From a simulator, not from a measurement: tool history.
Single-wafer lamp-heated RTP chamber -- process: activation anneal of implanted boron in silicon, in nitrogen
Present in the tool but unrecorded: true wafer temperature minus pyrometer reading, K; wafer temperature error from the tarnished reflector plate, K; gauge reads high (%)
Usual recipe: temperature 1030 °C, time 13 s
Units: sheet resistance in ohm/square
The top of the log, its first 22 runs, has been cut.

run	hour	temperature	time	wafers since the last listed run	wafers since the last pyrometer calibration	wafers since the reflector plate was cleaned	hours since the gauge calibration	read-back reference wafer on the same gauge, sheet resistance	sheet resistance
23	1729.8	1030	13	1873	2494	4827	1232.2	79.11	90.04
24	1813.9	1051	18	1618	4113	6446	1316.3	79.12	86.14
25	1858.1	1046	10	850	4964	7296	1360.5	79.07	87.71
26	1898.2	1044	10	771	5736	8068	1400.6	79.08	88.16
27	1963.1	1030	13	1249	6985	9318	1465.5	79.14	90.11
28	2059.6	1003	13	1857	8843	11175	1562	79.1	96.67
29	2125.9	1014	19	1276	10119	12452	1628.3	79.11	92.29
# hour 2140: reflector plate cleaned
30	2212.6	1030	13	1515	11634	1396	1715	79.1	89.63
# hour 2268.8: pyrometer window cleaned and pyrometer calibrated
31	2269.3	1030	16	937	9	2334	1771.7	79.11	89.11
32	2303.7	1011	8	662	671	2996	1806.1	79.07	95.99
# hour 2371.3: gauge calibrated
33	2382	1002	18	1507	2178	4503	10.7	79.11	96.06
34	2446.3	1004	8	1237	3416	5741	75	79.1	98.46
35	2619.9	1030	13	3341	6758	9083	248.6	79.14	90.05
36	2677.7	1020	16	1112	7871	10196	306.4	79.06	91.48
37	2716.1	1011	10	739	8610	10935	344.8	79.14	94.68

Each row is a separate what-if for the run after 37, all from the same tool condition, not one after another. Results?
A	2716.5	1030	17	7	8617	10943	345.2	?	?
B	2716.5	1021	13	7	8617	10943	345.2	?	?
C	2716.5	1057	17	7	8617	10943	345.2	?	?

run	read-back reference wafer on the same gauge, sheet resistance	sheet resistance
A	79.13	89.14
B	79.13	91.73
C	79.13	85.18
Stripped of hidden state, with their random variation kept, the same runs would have yielded:
run	sheet resistance
A	89.14
B	91.73
C	85.18
